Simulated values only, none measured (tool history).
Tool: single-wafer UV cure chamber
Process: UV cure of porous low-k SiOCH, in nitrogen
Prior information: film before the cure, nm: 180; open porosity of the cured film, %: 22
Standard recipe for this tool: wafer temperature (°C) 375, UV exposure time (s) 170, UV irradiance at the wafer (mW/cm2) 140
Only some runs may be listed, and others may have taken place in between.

run	hour	wafer temperature (°C)	UV exposure time (s)	UV irradiance at the wafer (mW/cm2)	loss of film thickness in the cure (%)
1	0.0	390	130	140	12.097
2	27.9	375	170	114	12.260
3	59.4	375	170	114	12.217
4	197.3	375	170	114	11.574
5	239.6	375	170	140	12.186
6	272.8	375	170	125	12.699
7	339.6	375	170	125	12.474
8	400.3	375	170	140	12.990
9	462.3	361	215	161	14.558
10	526.4	384	215	123	13.199
11	587.3	375	170	114	11.161
12	658.6	361	135	113	10.981
13	706.0	375	100	140	10.622
14	745.3	355	170	140	12.780
15	788.8	388	170	160	13.874
16	847.3	356	170	127	11.860
17	878.5	363	170	140	12.360

Removed from this log: 3 entries logged between the listed runs. Between which two listed runs does each belong, and how does the tool's hidden state at the listed run before it compare with that at the listed run after it?
Run 5 -> run 6: quartz window cleaned (hour 271.9)
  transmission lost against a clean window, %: 20.5 -> 3.82
  what was measured, less what the result would be without the hidden state, loss of film thickness in the cure (%): -1.133 -> -0.194
Run 11 -> run 12: quartz window cleaned (hour 606.2); UV bulbs replaced (hour 632.3)
  transmission lost against a clean window, %: 22.4 -> 0.661
  what was measured, less what the result would be without the hidden state, loss of film thickness in the cure (%): -1.233 -> -0.032
